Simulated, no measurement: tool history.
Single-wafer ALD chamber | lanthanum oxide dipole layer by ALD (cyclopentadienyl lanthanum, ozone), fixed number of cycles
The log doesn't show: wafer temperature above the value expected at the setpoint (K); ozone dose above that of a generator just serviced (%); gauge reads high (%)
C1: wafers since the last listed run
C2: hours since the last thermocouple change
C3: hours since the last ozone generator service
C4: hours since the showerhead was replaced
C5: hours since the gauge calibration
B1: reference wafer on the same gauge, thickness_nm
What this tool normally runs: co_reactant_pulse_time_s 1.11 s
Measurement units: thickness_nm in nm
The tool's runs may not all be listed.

Run 1, hour 0: usual settings but co_reactant_pulse_time_s 1.4 s; C1 0; C2 1829.6; C3 632.6; C4 7481; C5 2730.6; B1 0.501. Result: thickness_nm 0.543 nm.
Run 2, hour 89.9: usual settings but co_reactant_pulse_time_s 0.83 s; C1 2285; C2 1919.5; C3 722.5; C4 7570.9; C5 2820.5; B1 0.5. Result: thickness_nm 0.38 nm.
Run 3, hour 280: usual settings but co_reactant_pulse_time_s 0.83 s; C1 4831; C2 2109.6; C3 912.6; C4 7761; C5 3010.6; B1 0.501. Result: thickness_nm 0.377 nm.
Run 4, hour 326.9: usual settings but co_reactant_pulse_time_s 0.88 s; C1 1192; C2 2156.5; C3 959.5; C4 7807.9; C5 3057.5; B1 0.5. Result: thickness_nm 0.4 nm.
Run 5, hour 411.3: usual settings but co_reactant_pulse_time_s 0.88 s; C1 2145; C2 2240.9; C3 1043.9; C4 7892.3; C5 3141.9; B1 0.501. Result: thickness_nm 0.399 nm.
Run 6, hour 500.2: usual settings but co_reactant_pulse_time_s 0.98 s; C1 2259; C2 2329.8; C3 1132.8; C4 7981.2; C5 3230.8; B1 0.502. Result: thickness_nm 0.445 nm.
Run 7, hour 568.2: usual settings but co_reactant_pulse_time_s 0.82 s; C1 1728; C2 2397.8; C3 1200.8; C4 8049.2; C5 3298.8; B1 0.5. Result: thickness_nm 0.365 nm.
At hour 579.5: gauge calibrated.
Run 8, hour 653: usual settings but co_reactant_pulse_time_s 0.82 s; C1 2155; C2 2482.6; C3 1285.6; C4 8134; C5 73.5; B1 0.501. Result: thickness_nm 0.364 nm.
Run 9, hour 696.5: usual settings but co_reactant_pulse_time_s 0.82 s; C1 1105; C2 2526.1; C3 1329.1; C4 8177.5; C5 117; B1 0.501. Result: thickness_nm 0.369 nm.
At hour 768.9: showerhead replaced.
Run 10, hour 780.1: usual settings but co_reactant_pulse_time_s 1.22 s; C1 1921; C2 2609.7; C3 1412.7; C4 11.2; C5 200.6; B1 0.501. Result: thickness_nm 0.505 nm.
At hour 862.6: ozone generator serviced.
Run 11, hour 863.1: usual settings but co_reactant_pulse_time_s 1.22 s; C1 1906; C2 2692.7; C3 0.5; C4 94.2; C5 283.6; B1 0.501. Result: thickness_nm 0.466 nm.
Run 12, hour 1062.9: usual settings; C1 5078; C2 2892.5; C3 200.3; C4 294; C5 483.4; B1 0.5. Result: thickness_nm 0.418 nm.
Run 13, hour 1135.1: usual settings but co_reactant_pulse_time_s 0.8 s; C1 1835; C2 2964.7; C3 272.5; C4 366.2; C5 555.6; B1 0.501. Result: thickness_nm 0.277 nm.
At hour 1192.7: thermocouple changed; heater temperature recalibrated.
Run 14, hour 1193.2: usual settings but co_reactant_pulse_time_s 0.75 s; C1 1273; C2 0.5; C3 330.6; C4 424.3; C5 613.7; B1 0.501. Result: thickness_nm 0.243 nm.
Run 15, hour 1263.3: usual settings but co_reactant_pulse_time_s 0.93 s; C1 1781; C2 70.6; C3 400.7; C4 494.4; C5 683.8; B1 0.501. Result: thickness_nm 0.334 nm.
Run 16, hour 1330.5: usual settings but co_reactant_pulse_time_s 0.68 s; C1 1708; C2 137.8; C3 467.9; C4 561.6; C5 751; B1 0.501. Result: thickness_nm 0.188 nm.
Run 17, hour 1367: usual settings; C1 927; C2 174.3; C3 504.4; C4 598.1; C5 787.5; B1 0.501. Result: thickness_nm 0.396 nm.
Run 18, hour 1404.9: usual settings but co_reactant_pulse_time_s 1.38 s; C1 963; C2 212.2; C3 542.3; C4 636; C5 825.4; B1 0.501. Result: thickness_nm 0.464 nm.
Run 19, hour 1464.5: usual settings; C1 1514; C2 271.8; C3 601.9; C4 695.6; C5 885; B1 0.501. Result: thickness_nm 0.391 nm.
Run 20, hour 1567.6: usual settings but co_reactant_pulse_time_s 1.29 s; C1 2620; C2 374.9; C3 705; C4 798.7; C5 988.1; B1 0.502. Result: thickness_nm 0.438 nm.
Run 21, hour 1621.8: usual settings but co_reactant_pulse_time_s 1.53 s; C1 1377; C2 429.1; C3 759.2; C4 852.9; C5 1042.3; B1 0.501. Result: thickness_nm 0.48 nm.
At hour 1675.8: ozone generator serviced, repeated, since the last time left the tool worse.
Run 22, hour 1676.3: usual settings but co_reactant_pulse_time_s 0.74 s; C1 1181; C2 483.6; C3 0.5; C4 907.4; C5 1096.8; B1 0.501. Result: thickness_nm 0.36 nm.
Run 23, hour 1747.9: usual settings; C1 1819; C2 555.2; C3 72.1; C4 979; C5 1168.4; B1 0.501. Result: thickness_nm 0.511 nm.
Run 24, hour 1825.8: usual settings but co_reactant_pulse_time_s 0.71 s; C1 1980; C2 633.1; C3 150; C4 1056.9; C5 1246.3; B1 0.5. Result: thickness_nm 0.323 nm.
Run 25, hour 1878: usual settings; C1 1326; C2 685.3; C3 202.2; C4 1109.1; C5 1298.5; B1 0.5. Result: thickness_nm 0.507 nm.
Run 26, hour 1927.7: usual settings; C1 1263; C2 735; C3 251.9; C4 1158.8; C5 1348.2; B1 0.501. Result: thickness_nm 0.503 nm.
Run 27, hour 1996: usual settings; C1 1736; C2 803.3; C3 320.2; C4 1227.1; C5 1416.5; B1 0.502. Result: thickness_nm 0.498 nm.
Run 28, hour 2033.2: usual settings but co_reactant_pulse_time_s 0.79 s; C1 945; C2 840.5; C3 357.4; C4 1264.3; C5 1453.7; B1 0.501. Result: thickness_nm 0.368 nm.
Run 29, hour 2133.4: usual settings but co_reactant_pulse_time_s 1.52 s; C1 2546; C2 940.7; C3 457.6; C4 1364.5; C5 1553.9; B1 0.501. Result: thickness_nm 0.561 nm.
Run 30, hour 2232.9: usual settings but co_reactant_pulse_time_s 1.5 s; C1 2529; C2 1040.2; C3 557.1; C4 1464; C5 1653.4; B1 0.501. Result: thickness_nm 0.547 nm.
Run 31, hour 2505.6: usual settings but co_reactant_pulse_time_s 1.49 s; C1 6931; C2 1312.9; C3 829.8; C4 1736.7; C5 1926.1; B1 0.501. Result: thickness_nm 0.542 nm.
Run 32, hour 2558.4: usual settings but co_reactant_pulse_time_s 1.37 s; C1 1342; C2 1365.7; C3 882.6; C4 1789.5; C5 1978.9; B1 0.502. Result: thickness_nm 0.538 nm.
Run 33, hour 2735.2: usual settings but co_reactant_pulse_time_s 1.51 s; C1 4493; C2 1542.5; C3 1059.4; C4 1966.3; C5 2155.7; B1 0.5. Result: thickness_nm 0.55 nm.
Run 34, hour 2786.5: usual settings but co_reactant_pulse_time_s 1.24 s; C1 1303; C2 1593.8; C3 1110.7; C4 2017.6; C5 2207; B1 0.502. Result: thickness_nm 0.511 nm.
Run 35, hour 2871.2: usual settings; C1 2152; C2 1678.5; C3 1195.4; C4 2102.3; C5 2291.7; B1 0.499. Result: thickness_nm 0.485 nm.

Here are 3 independent what-if runs from the current tool condition. What would each one return?
Run A, hour 2871.6: usual settings; C1 10; C2 1678.9; C3 1195.8; C4 2102.7; C5 2292.1; B1 ?. Result: thickness_nm ?.
Run B, hour 2871.6: usual settings but co_reactant_pulse_time_s 0.86 s; C1 10; C2 1678.9; C3 1195.8; C4 2102.7; C5 2292.1; B1 ?. Result: thickness_nm ?.
Run C, hour 2871.6: usual settings but co_reactant_pulse_time_s 1.46 s; C1 10; C2 1678.9; C3 1195.8; C4 2102.7; C5 2292.1; B1 ?. Result: thickness_nm ?.

run     B1  thickness_nm
  A  0.502         0.487
  B  0.502         0.392
  C  0.502         0.546
Stripped of hidden state, with their random variation kept, the same runs would have yielded:
run  thickness_nm
  A         0.518
  B         0.434
  C         0.562
